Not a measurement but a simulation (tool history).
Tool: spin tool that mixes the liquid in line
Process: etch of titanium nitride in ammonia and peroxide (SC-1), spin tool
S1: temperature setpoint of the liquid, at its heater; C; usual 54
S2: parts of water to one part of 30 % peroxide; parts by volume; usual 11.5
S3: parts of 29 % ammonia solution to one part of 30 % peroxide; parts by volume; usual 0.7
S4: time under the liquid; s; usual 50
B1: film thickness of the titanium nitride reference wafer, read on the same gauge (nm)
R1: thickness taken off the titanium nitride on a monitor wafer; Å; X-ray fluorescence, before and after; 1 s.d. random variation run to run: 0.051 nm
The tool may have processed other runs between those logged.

run 1 hour=0 | S1=57.5 S2=11.5 S3=0.7 S4=50 | B1=60 | R1=64.9
run 2 hour=38.3 | S1=57.5 S2=11.5 S3=0.7 S4=50 | B1=60.02 | R1=64.2
run 3 hour=86.2 | S1=54 S2=11.5 S3=0.5 S4=50 | B1=60 | R1=47.4
run 4 hour=139.1 | S1=54 S2=11.5 S3=0.5 S4=50 | B1=60.02 | R1=47.6
run 5 hour=197.5 | S1=54 S2=11.5 S3=0.7 S4=50 | B1=59.97 | R1=50.5
run 6 hour=256.4 | S1=54 S2=11.5 S3=0.7 S4=50 | B1=60.01 | R1=51
-- hour=292.6 heated supply line repaired
run 7 hour=321.6 | S1=54 S2=11.5 S3=0.7 S4=50 | B1=60 | R1=56.1
run 8 hour=377.6 | S1=54 S2=11.5 S3=0.7 S4=50 | B1=59.99 | R1=55.9
run 9 hour=441.9 | S1=54 S2=11.5 S3=0.7 S4=50 | B1=60.01 | R1=55.9
-- hour=473.4 thermometer replaced
run 10 hour=480.3 | S1=49.5 S2=11.5 S3=0.7 S4=70 | B1=59.99 | R1=57.5
-- hour=493.2 new drum of ammonia solution connected
run 11 hour=542.1 | S1=60.5 S2=11.5 S3=0.8 S4=30 | B1=60 | R1=52.1
run 12 hour=578.6 | S1=57.5 S2=8.5 S3=0.55 S4=25 | B1=60 | R1=40.1
-- hour=612.7 gauge calibrated
run 13 hour=638 | S1=54 S2=7.5 S3=0.6 S4=60 | B1=60 | R1=80.4
run 14 hour=704.9 | S1=50 S2=11.5 S3=0.7 S4=50 | B1=60 | R1=42.6
run 15 hour=889.3 | S1=54 S2=11.5 S3=1 S4=50 | B1=60 | R1=58.2
run 16 hour=947.1 | S1=48.5 S2=11.5 S3=0.5 S4=50 | B1=59.98 | R1=35.4
run 17 hour=1011.3 | S1=54 S2=11.5 S3=0.7 S4=25 | B1=59.99 | R1=27.7
-- hour=1021.1 ammonia flow meter replaced
run 18 hour=1075.1 | S1=54 S2=11.5 S3=0.7 S4=50 | B1=59.99 | R1=55.9
run 19 hour=1105.1 | S1=54 S2=11.5 S3=0.7 S4=50 | B1=60.01 | R1=54.9
run 20 hour=1161.7 | S1=47.5 S2=6 S3=0.7 S4=50 | B1=60.01 | R1=47.7
run 21 hour=1205.2 | S1=54 S2=11.5 S3=0.7 S4=35 | B1=59.98 | R1=38.5
run 22 hour=1232.4 | S1=49 S2=13 S3=0.7 S4=50 | B1=60 | R1=36.2
run 23 hour=1285.7 | S1=54 S2=11.5 S3=0.7 S4=50 | B1=59.99 | R1=55.4
run 24 hour=1344.9 | S1=54 S2=11.5 S3=0.55 S4=50 | B1=59.99 | R1=52.4

Here are 4 independent what-if runs from the current tool condition. What would each one return?
run A hour=1345.3 | S1=54 S2=11.5 S3=0.7 S4=50 | B1=? | R1=?
run B hour=1345.3 | S1=60 S2=14.5 S3=0.5 S4=70 | B1=? | R1=?
run C hour=1345.3 | S1=54 S2=5.5 S3=0.55 S4=50 | B1=? | R1=?
run D hour=1345.3 | S1=57 S2=7.5 S3=0.95 S4=30 | B1=? | R1=?

run=A B1=60 R1=54.3
run=B B1=60 R1=94.7
run=C B1=60 R1=75.4
run=D B1=60 R1=51.9
Had the tool no hidden state, the same runs would have come out as:
run=A R1=56.5
run=B R1=98.4
run=C R1=78.5
run=D R1=53.9
